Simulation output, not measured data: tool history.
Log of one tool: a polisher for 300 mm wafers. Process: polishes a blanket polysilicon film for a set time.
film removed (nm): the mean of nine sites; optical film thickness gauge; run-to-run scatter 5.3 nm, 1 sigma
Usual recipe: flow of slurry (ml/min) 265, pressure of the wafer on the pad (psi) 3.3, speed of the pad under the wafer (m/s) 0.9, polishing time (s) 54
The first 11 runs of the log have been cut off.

| run | hour | flow of slurry (ml/min) | pressure of the wafer on the pad (psi) | speed of the pad under the wafer (m/s) | polishing time (s) | incoming thickness of the incoming film, nm | film removed (nm) |
|---|---|---|---|---|---|---|---|
| 12 | 129.2 | 265 | 3.3 | 0.9 | 54 | 1323 | 476.2 |
|  | 137.8 | worn pad replaced by a new one |
| 13 | 138.3 | 265 | 3.3 | 0.9 | 54 | 1328.5 | 469.3 |
| 14 | 153.7 | 320 | 3 | 0.9 | 54 | 1312.2 | 438.9 |
| 15 | 169.1 | 320 | 3 | 0.9 | 54 | 1332.9 | 441.7 |
| 16 | 176.5 | 265 | 2.4 | 0.9 | 54 | 1326.9 | 358.2 |
|  | 191.4 | head pressure recalibrated |
| 17 | 192.6 | 265 | 3.8 | 0.74 | 54 | 1334.3 | 445.1 |
| 18 | 199.4 | 265 | 3.3 | 0.9 | 54 | 1309.1 | 465.2 |
|  | 215.1 | slurry nozzle cleaned |
| 19 | 216.9 | 325 | 3.3 | 1.06 | 54 | 1337.9 | 548.2 |
| 20 | 230.8 | 265 | 3.9 | 0.74 | 54 | 1312.7 | 444 |
| 21 | 244.3 | 265 | 2.9 | 0.9 | 54 | 1328.7 | 411.9 |
|  | 251 | worn pad replaced by a new one |
| 22 | 262.3 | 265 | 3.3 | 1.2 | 54 | 1343.3 | 591.9 |
| 23 | 278.8 | 315 | 2.4 | 1.16 | 35 | 1321 | 289.6 |
| 24 | 285.5 | 265 | 3.3 | 0.9 | 67 | 1333.6 | 554.5 |
|  | 293.1 | slurry nozzle cleaned, repeated, since the last time left the tool worse |
| 25 | 293.6 | 265 | 3.3 | 0.9 | 40 | 1335.3 | 363.5 |
| 26 | 310.6 | 350 | 3.7 | 0.82 | 60 | 1325.2 | 556.4 |
| 27 | 319 | 265 | 2.1 | 1.18 | 71 | 1318.3 | 554.6 |
| 28 | 331.8 | 235 | 2.8 | 1.04 | 54 | 1329.1 | 475.7 |
| 29 | 348.4 | 350 | 3.8 | 0.74 | 45 | 1337.1 | 391 |
|  | 362.2 | worn pad replaced by a new one |
| 30 | 362.7 | 265 | 3.3 | 0.9 | 54 | 1318.4 | 488.1 |
| 31 | 376 | 265 | 3.3 | 0.9 | 54 | 1330.5 | 486.2 |
| 32 | 393.2 | 310 | 4 | 0.74 | 72 | 1327.6 | 639 |
| 33 | 407.6 | 265 | 3.3 | 0.9 | 54 | 1323.7 | 480.2 |
| 34 | 418.8 | 265 | 2.8 | 1.14 | 36 | 1329.3 | 345.3 |
| 35 | 435.8 | 205 | 2.6 | 0.9 | 65 | 1311.8 | 454.1 |
| 36 | 447.7 | 265 | 3.3 | 0.9 | 54 | 1322.7 | 479.5 |

Forecast run 37:
|  | 467.1 | worn pad replaced by a new one |
| 37 | 467.6 | 315 | 2.5 | 1 | 54 | 1310.9 | ? |

Run 37 produced film removed (nm) 426.7.
With the hidden condition absent and the run-to-run variation left alone, this run would have shown film removed (nm) 432.9.
